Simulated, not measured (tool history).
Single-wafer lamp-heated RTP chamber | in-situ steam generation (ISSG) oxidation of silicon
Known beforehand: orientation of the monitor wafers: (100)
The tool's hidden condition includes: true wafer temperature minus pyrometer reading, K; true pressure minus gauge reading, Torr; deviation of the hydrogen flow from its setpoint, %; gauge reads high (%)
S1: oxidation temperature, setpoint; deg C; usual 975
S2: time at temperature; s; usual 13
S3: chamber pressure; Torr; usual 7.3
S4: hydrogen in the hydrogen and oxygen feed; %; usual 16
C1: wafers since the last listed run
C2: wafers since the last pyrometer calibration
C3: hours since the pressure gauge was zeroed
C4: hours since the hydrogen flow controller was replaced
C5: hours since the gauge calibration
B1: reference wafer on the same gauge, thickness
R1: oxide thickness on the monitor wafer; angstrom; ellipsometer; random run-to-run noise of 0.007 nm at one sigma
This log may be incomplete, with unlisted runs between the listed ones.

run 1 hour=0.0 | S1=975 S2=13 S3=7.3 S4=16 | C1=0 C2=1251 C3=3124.1 C4=2956.3 C5=30.6 | B1=4.051 | R1=34.27
run 2 hour=16.5 | S1=975 S2=13 S3=7.3 S4=16 | C1=105 C2=1357 C3=3140.6 C4=2972.8 C5=47.1 | B1=4.049 | R1=34.09
run 3 hour=22.7 | S1=975 S2=13 S3=7.3 S4=16 | C1=39 C2=1396 C3=3146.8 C4=2979.0 C5=53.3 | B1=4.049 | R1=34.22
run 4 hour=40.6 | S1=960 S2=13 S3=7.6 S4=16 | C1=114 C2=1510 C3=3164.7 C4=2996.9 C5=71.2 | B1=4.051 | R1=32.84
run 5 hour=75.3 | S1=960 S2=13 S3=7.6 S4=16 | C1=221 C2=1732 C3=3199.4 C4=3031.6 C5=105.9 | B1=4.053 | R1=32.97
run 6 hour=81.5 | S1=960 S2=13 S3=7.6 S4=16 | C1=39 C2=1771 C3=3205.6 C4=3037.8 C5=112.1 | B1=4.048 | R1=32.83
-- hour=95.2 gauge calibrated
run 7 hour=97.8 | S1=975 S2=13 S3=7.3 S4=16 | C1=103 C2=1875 C3=3221.9 C4=3054.1 C5=2.6 | B1=4.049 | R1=34.21
run 8 hour=104.5 | S1=975 S2=13 S3=7.3 S4=16 | C1=42 C2=1918 C3=3228.6 C4=3060.8 C5=9.3 | B1=4.051 | R1=34.24
run 9 hour=112.0 | S1=975 S2=13 S3=7.3 S4=16 | C1=47 C2=1966 C3=3236.1 C4=3068.3 C5=16.8 | B1=4.047 | R1=34.29
run 10 hour=123.8 | S1=975 S2=10 S3=7.3 S4=11 | C1=75 C2=2041 C3=3247.9 C4=3080.1 C5=28.6 | B1=4.051 | R1=28.16
-- hour=137.5 pyrometer window cleaned and pyrometer calibrated
run 11 hour=138.0 | S1=960 S2=13 S3=7.3 S4=22 | C1=39 C2=2 C3=3262.1 C4=3094.3 C5=42.8 | B1=4.050 | R1=35.51
run 12 hour=149.8 | S1=981 S2=13 S3=7.3 S4=16 | C1=75 C2=78 C3=3273.9 C4=3106.1 C5=54.6 | B1=4.050 | R1=34.88
-- hour=162.4 hydrogen flow controller replaced
-- hour=167.9 pressure gauge zeroed
run 13 hour=168.4 | S1=975 S2=13 S3=7.3 S4=16 | C1=32 C2=110 C3=0.5 C4=6.0 C5=73.2 | B1=4.049 | R1=34.27
run 14 hour=168.7 | S1=975 S2=14 S3=7.3 S4=16 | C1=1 C2=112 C3=0.8 C4=6.3 C5=73.5 | B1=4.049 | R1=35.17
run 15 hour=176.6 | S1=975 S2=8 S3=8.1 S4=11 | C1=50 C2=163 C3=8.7 C4=14.2 C5=81.4 | B1=4.050 | R1=25.79
run 16 hour=190.2 | S1=985 S2=13 S3=7.3 S4=12 | C1=86 C2=250 C3=22.3 C4=27.8 C5=95.0 | B1=4.050 | R1=32.92
run 17 hour=198.5 | S1=956 S2=13 S3=8.4 S4=16 | C1=52 C2=302 C3=30.6 C4=36.1 C5=103.3 | B1=4.049 | R1=32.58
run 18 hour=216.0 | S1=975 S2=10 S3=7.3 S4=11 | C1=111 C2=414 C3=48.1 C4=53.6 C5=120.8 | B1=4.050 | R1=28.18
-- hour=226.5 gauge calibrated
run 19 hour=231.6 | S1=975 S2=8 S3=8.1 S4=11 | C1=99 C2=514 C3=63.7 C4=69.2 C5=5.1 | B1=4.050 | R1=25.92

For each entry between runs, how does the tool's hidden state at the last listed run before it compare with that at the first listed run after it?
Logged between run 6 and run 7: gauge calibrated (hour 95.2)
  no hidden state differs between the two runs
Logged between run 10 and run 11: pyrometer window cleaned and pyrometer calibrated (hour 137.5)
  no hidden state differs between the two runs
Logged between run 12 and run 13: hydrogen flow controller replaced (hour 162.4); pressure gauge zeroed (hour 167.9)
  no hidden state differs between the two runs
Logged between run 18 and run 19: gauge calibrated (hour 226.5)
  no hidden state differs between the two runs
